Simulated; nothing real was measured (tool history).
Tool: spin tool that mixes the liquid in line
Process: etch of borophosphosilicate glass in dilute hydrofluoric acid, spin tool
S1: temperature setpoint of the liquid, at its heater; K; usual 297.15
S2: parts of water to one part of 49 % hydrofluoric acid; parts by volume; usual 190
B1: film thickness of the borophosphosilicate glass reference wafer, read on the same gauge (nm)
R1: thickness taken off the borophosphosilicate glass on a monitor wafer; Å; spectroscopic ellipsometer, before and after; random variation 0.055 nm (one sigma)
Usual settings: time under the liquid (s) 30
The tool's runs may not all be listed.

run 1 day=0 | S1=297.15 S2=190 time_under_the_liquid_(s)=35 | B1=64.63 | R1=69.5
run 2 day=1.229 | S1=297.15 S2=190 time_under_the_liquid_(s)=35 | B1=64.57 | R1=68.2
run 3 day=3.046 | S1=297.15 S2=190 time_under_the_liquid_(s)=30 | B1=64.47 | R1=60.5
-- day=3.967 gauge calibrated
run 4 day=5.562 | S1=297.15 S2=140 time_under_the_liquid_(s)=30 | B1=70.89 | R1=92.7
run 5 day=7.096 | S1=297.15 S2=140 time_under_the_liquid_(s)=30 | B1=70.83 | R1=92.8
run 6 day=8.212 | S1=297.15 S2=190 time_under_the_liquid_(s)=30 | B1=70.8 | R1=65.3
-- day=9.162 hydrofluoric acid flow meter replaced
run 7 day=9.604 | S1=297.15 S2=190 time_under_the_liquid_(s)=30 | B1=70.71 | R1=64.8
run 8 day=11.154 | S1=297.15 S2=190 time_under_the_liquid_(s)=30 | B1=70.68 | R1=65.5
run 9 day=12.258 | S1=297.15 S2=190 time_under_the_liquid_(s)=30 | B1=70.61 | R1=65.6
run 10 day=14.308 | S1=295.15 S2=95 time_under_the_liquid_(s)=50 | B1=70.5 | R1=218.9
run 11 day=17.996 | S1=293.15 S2=190 time_under_the_liquid_(s)=15 | B1=70.34 | R1=27.7
run 12 day=20.792 | S1=301.65 S2=190 time_under_the_liquid_(s)=30 | B1=70.13 | R1=76.9
run 13 day=23.254 | S1=293.65 S2=190 time_under_the_liquid_(s)=30 | B1=70.04 | R1=55.6
run 14 day=26.179 | S1=297.15 S2=270 time_under_the_liquid_(s)=15 | B1=69.91 | R1=20.9
run 15 day=27.692 | S1=297.15 S2=155 time_under_the_liquid_(s)=30 | B1=69.86 | R1=81.7
run 16 day=29.554 | S1=294.15 S2=240 time_under_the_liquid_(s)=30 | B1=69.73 | R1=43.1
run 17 day=31.621 | S1=298.65 S2=120 time_under_the_liquid_(s)=50 | B1=69.62 | R1=193.5
run 18 day=34.538 | S1=297.15 S2=190 time_under_the_liquid_(s)=30 | B1=69.54 | R1=63.5
run 19 day=36.042 | S1=297.15 S2=190 time_under_the_liquid_(s)=30 | B1=69.44 | R1=64.6
run 20 day=37.588 | S1=293.15 S2=115 time_under_the_liquid_(s)=30 | B1=69.34 | R1=98
-- day=38.508 thermometer replaced
run 21 day=39.783 | S1=292.65 S2=225 time_under_the_liquid_(s)=25 | B1=69.23 | R1=36.7
run 22 day=41.912 | S1=293.15 S2=115 time_under_the_liquid_(s)=15 | B1=69.16 | R1=48.7
run 23 day=44.304 | S1=297.15 S2=190 time_under_the_liquid_(s)=30 | B1=69.03 | R1=63
run 24 day=46.012 | S1=297.15 S2=190 time_under_the_liquid_(s)=30 | B1=68.91 | R1=63.2
run 25 day=47.925 | S1=297.15 S2=190 time_under_the_liquid_(s)=30 | B1=68.88 | R1=62.7
run 26 day=49.458 | S1=301.15 S2=225 time_under_the_liquid_(s)=40 | B1=68.78 | R1=78.8
run 27 day=51.579 | S1=297.15 S2=190 time_under_the_liquid_(s)=30 | B1=68.71 | R1=63
run 28 day=53.354 | S1=297.15 S2=120 time_under_the_liquid_(s)=15 | B1=68.6 | R1=54.2
run 29 day=55.733 | S1=297.15 S2=190 time_under_the_liquid_(s)=15 | B1=68.48 | R1=31.6
run 30 day=58.617 | S1=297.15 S2=265 time_under_the_liquid_(s)=45 | B1=68.34 | R1=62.5
run 31 day=60.121 | S1=297.15 S2=190 time_under_the_liquid_(s)=30 | B1=68.25 | R1=62.8

5 ways to go on from here, each from the tool as it stands after run 31. What would each give?
run A day=60.138 | S1=297.15 S2=190 time_under_the_liquid_(s)=30 | B1=? | R1=?
run B day=60.138 | S1=297.15 S2=190 time_under_the_liquid_(s)=25 | B1=? | R1=?
run C day=60.138 | S1=297.15 S2=150 time_under_the_liquid_(s)=30 | B1=? | R1=?
run D day=60.138 | S1=295.65 S2=120 time_under_the_liquid_(s)=30 | B1=? | R1=?
run E day=60.138 | S1=297.15 S2=130 time_under_the_liquid_(s)=30 | B1=? | R1=?

run=A B1=68.25 R1=63
run=B B1=68.25 R1=52.5
run=C B1=68.25 R1=83.4
run=D B1=68.25 R1=101.8
run=E B1=68.25 R1=98.5
Without the tool's hidden state the same runs would have given:
run=A R1=64.6
run=B R1=53.8
run=C R1=85.5
run=D R1=104.3
run=E R1=101
